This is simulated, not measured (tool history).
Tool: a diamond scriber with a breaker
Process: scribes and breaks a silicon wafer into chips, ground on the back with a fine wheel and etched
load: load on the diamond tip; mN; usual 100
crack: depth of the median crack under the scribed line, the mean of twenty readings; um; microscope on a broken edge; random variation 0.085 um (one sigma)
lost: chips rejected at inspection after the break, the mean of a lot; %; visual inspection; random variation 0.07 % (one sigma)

run,hour,load,"incoming depth of the damage left on the back of the incoming wafer, um",crack,lost
1,0,100,0.31,8.64,1.75
2,83.8,100,0.62,8.27,2.26
3,134.1,100,0.58,8.25,2.76
# hour 275.7: diamond tip replaced by a new one
4,311.3,118,0.38,9.92,2.18
5,389.7,112,0.68,9.2,1.35
6,495.5,112,0.39,9.05,1.47
# hour 499.2: load on the tip recalibrated
7,594.9,85,0.62,7.49,7.03
8,663.8,85,0.73,7.35,7.48
9,706.4,100,0.37,8.25,2.92
10,788.2,108,0.5,8.63,1.9
# hour 798.5: diamond tip replaced by a new one
11,869.2,92,0.66,7.94,3.7
12,995.6,126,0.67,9.67,2.07
13,1042.6,79,0.66,6.89,11.74
# hour 1063.6: load on the tip recalibrated
14,1121.3,78,0.61,7.08,10.36
15,1219.6,83,0.74,7.2,8.56
# hour 1299.5: diamond tip replaced by a new one
16,1310,100,0.44,8.56,1.73
17,1392,71,0.51,6.55,14.68

Forecast each of these 3 alternatives for the next run:
A,1392.6,100,0.73,?,?
B,1392.6,113,0.73,?,?
C,1392.6,91,0.73,?,?

run,crack,lost
A,8.6,2.1
B,9.42,1.67
C,8.01,4.14
Without the tool's hidden state the same runs would have given:
run,crack,lost
A,9.15,1.54
B,10.02,2.76
C,8.51,2.3
